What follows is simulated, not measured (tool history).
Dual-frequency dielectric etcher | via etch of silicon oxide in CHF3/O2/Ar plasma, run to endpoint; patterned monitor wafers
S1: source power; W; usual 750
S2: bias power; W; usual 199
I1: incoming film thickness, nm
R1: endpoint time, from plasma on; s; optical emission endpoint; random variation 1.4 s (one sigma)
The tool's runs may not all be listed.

run     day   S1   S2     I1     R1
  1       0  750  161  557.3  303.5
  2   0.512  750  199  554.4  273.1
  3   1.008  750  199  548.2  273.3
  4   1.708  750  199  549.9  272.2
  5   2.392  750  199    557  275.6
  6   3.012  750  199  556.1  276.9
  7   3.542  750  199  555.2  276.2
  8   4.233  750  199  548.9  275.6
  9   4.775  750  199  552.6  276.8
 10    5.15  750  199  542.8  270.5
      5.338  -- bias power generator calibrated
        6.5  -- wet clean of the chamber
      7.312  -- upper electrode replaced, of another model than before
 11   7.333  670  223  549.4  277.5
 12    7.35  750  199  554.7  268.1
 13   7.367  750  199  552.3  266.2
 14   7.554  610  230  548.8  291.3
          8  -- source power generator calibrated
 15   8.021  570  213  547.6  317.1
 16   9.038  810  156  548.1  268.8
 17   9.596  840  243    551  232.3
 18  10.317  750  199  551.8  269.2
 19  10.671  920  169  556.7  246.5
 20  11.021  670  172    553  303.5
 21  11.396  640  199  549.8  299.5

Forecast each of these 3 alternatives for the next run:
  A  11.417  750  199  555.3   ?
  B  11.417  890  233  555.3   ?
  C  11.417  570  230  555.3   ?

run     R1
  A  267.8
  B    229
  C  316.7
Without the tool's hidden state the same runs would have given:
run     R1
  A  263.3
  B  225.1
  C  311.4
